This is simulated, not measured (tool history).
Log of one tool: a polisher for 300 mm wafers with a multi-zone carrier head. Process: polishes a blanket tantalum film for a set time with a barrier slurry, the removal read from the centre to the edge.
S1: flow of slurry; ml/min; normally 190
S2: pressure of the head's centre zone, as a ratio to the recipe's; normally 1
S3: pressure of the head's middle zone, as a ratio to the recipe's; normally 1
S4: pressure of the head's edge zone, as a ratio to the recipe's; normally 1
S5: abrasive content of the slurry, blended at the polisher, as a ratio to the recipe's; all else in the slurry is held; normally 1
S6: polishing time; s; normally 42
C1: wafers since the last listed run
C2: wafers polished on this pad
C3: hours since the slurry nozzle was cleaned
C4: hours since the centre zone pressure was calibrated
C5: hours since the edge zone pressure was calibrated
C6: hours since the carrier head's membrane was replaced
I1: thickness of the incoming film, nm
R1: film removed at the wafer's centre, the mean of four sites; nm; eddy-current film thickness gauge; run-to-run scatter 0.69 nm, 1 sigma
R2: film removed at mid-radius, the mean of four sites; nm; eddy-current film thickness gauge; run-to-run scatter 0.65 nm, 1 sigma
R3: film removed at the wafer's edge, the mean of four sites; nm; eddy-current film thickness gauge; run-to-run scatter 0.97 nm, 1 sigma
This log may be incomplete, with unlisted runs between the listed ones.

run 1 hour=0 | S1=190 S2=1 S3=1 S4=1 S5=0.9 S6=42 | C1=0 C2=4781 C3=14.1 C4=1373.8 C5=270.4 C6=514.7 | I1=438.8 | R1=60 R2=61.2 R3=62.5
run 2 hour=41.1 | S1=190 S2=1 S3=1 S4=1 S5=0.9 S6=42 | C1=769 C2=5551 C3=55.2 C4=1414.9 C5=311.5 C6=555.8 | I1=434.8 | R1=60.3 R2=62.6 R3=63.4
-- hour=63.3 worn pad replaced by a new one
-- hour=103 edge zone pressure recalibrated
-- hour=110.7 centre zone pressure recalibrated
run 3 hour=173.9 | S1=190 S2=1 S3=1 S4=1 S5=1 S6=33 | C1=2338 C2=1997 C3=188 C4=63.2 C5=70.9 C6=688.6 | I1=449.3 | R1=48.3 R2=51 R3=51.2
run 4 hour=233.9 | S1=190 S2=1 S3=1 S4=1 S5=1 S6=33 | C1=1124 C2=3121 C3=248 C4=123.2 C5=130.9 C6=748.6 | I1=441.2 | R1=48 R2=49.3 R3=49.7
run 5 hour=285 | S1=190 S2=1 S3=1 S4=1 S5=1 S6=42 | C1=957 C2=4078 C3=299.1 C4=174.3 C5=182 C6=799.7 | I1=439.4 | R1=61.3 R2=63 R3=61.2
run 6 hour=315.4 | S1=190 S2=1 S3=1 S4=1 S5=1 S6=42 | C1=569 C2=4648 C3=329.5 C4=204.7 C5=212.4 C6=830.1 | I1=444.5 | R1=61.3 R2=62.6 R3=62.8
-- hour=362.9 worn pad replaced by a new one
run 7 hour=381.8 | S1=250 S2=1 S3=1.1 S4=1.12 S5=1.2 S6=42 | C1=1169 C2=354 C3=395.9 C4=271.1 C5=278.8 C6=896.5 | I1=447.6 | R1=64.9 R2=73.9 R3=71
run 8 hour=420.4 | S1=190 S2=1 S3=1 S4=0.94 S5=1 S6=28 | C1=723 C2=1077 C3=434.5 C4=309.7 C5=317.4 C6=935.1 | I1=435.7 | R1=39.4 R2=41 R3=39.7
-- hour=476.5 edge zone pressure recalibrated
run 9 hour=480.3 | S1=190 S2=1 S3=0.95 S4=1 S5=0.85 S6=30 | C1=1084 C2=2162 C3=494.4 C4=369.6 C5=3.8 C6=995 | I1=439.3 | R1=40.5 R2=40.2 R3=42.1
run 10 hour=528.5 | S1=190 S2=1 S3=1 S4=1 S5=1 S6=42 | C1=903 C2=3065 C3=542.6 C4=417.8 C5=52 C6=1043.2 | I1=442.1 | R1=55.9 R2=59.1 R3=62.2
run 11 hour=554.8 | S1=190 S2=1 S3=1 S4=1.1 S5=1 S6=42 | C1=492 C2=3558 C3=568.9 C4=444.1 C5=78.3 C6=1069.5 | I1=441.1 | R1=57.9 R2=58.9 R3=64.8
run 12 hour=613.4 | S1=190 S2=0.89 S3=0.88 S4=0.93 S5=1 S6=42 | C1=1097 C2=4656 C3=627.5 C4=502.7 C5=136.9 C6=1128.1 | I1=439.9 | R1=48.8 R2=50.9 R3=57.5
-- hour=619.6 slurry nozzle cleaned
run 13 hour=648.3 | S1=190 S2=1 S3=1.11 S4=1 S5=1.1 S6=42 | C1=635 C2=5291 C3=28.7 C4=537.6 C5=171.8 C6=1163 | I1=441.4 | R1=64.6 R2=71.6 R3=65.6
run 14 hour=702.6 | S1=190 S2=1 S3=1 S4=1 S5=1 S6=42 | C1=1017 C2=6308 C3=83 C4=591.9 C5=226.1 C6=1217.3 | I1=438.8 | R1=61.4 R2=64.3 R3=64.6
-- hour=721.7 worn pad replaced by a new one
-- hour=722.5 carrier head's membrane replaced by a new one
run 15 hour=763.8 | S1=190 S2=1 S3=1 S4=1.04 S5=1 S6=42 | C1=1056 C2=773 C3=144.2 C4=653.1 C5=287.3 C6=41.3 | I1=436.8 | R1=62 R2=65.3 R3=65.2
run 16 hour=827.6 | S1=210 S2=1 S3=1.09 S4=1 S5=0.85 S6=42 | C1=1195 C2=1969 C3=208 C4=716.9 C5=351.1 C6=105.1 | I1=450 | R1=60.3 R2=68.1 R3=63.4

What will run 17 give?
run 17 hour=880.2 | S1=170 S2=0.94 S3=1 S4=1.12 S5=1 S6=50 | C1=985 C2=2954 C3=260.6 C4=769.5 C5=403.7 C6=157.7 | I1=441.8 | R1=? R2=? R3=?

{"run 17": {"R1": 66.7, "R2": 73.2, "R3": 79.5}}
Without the tool's hidden state the same run would have given R1 68.1 nm, R2 74.5 nm, R3 80.5 nm.

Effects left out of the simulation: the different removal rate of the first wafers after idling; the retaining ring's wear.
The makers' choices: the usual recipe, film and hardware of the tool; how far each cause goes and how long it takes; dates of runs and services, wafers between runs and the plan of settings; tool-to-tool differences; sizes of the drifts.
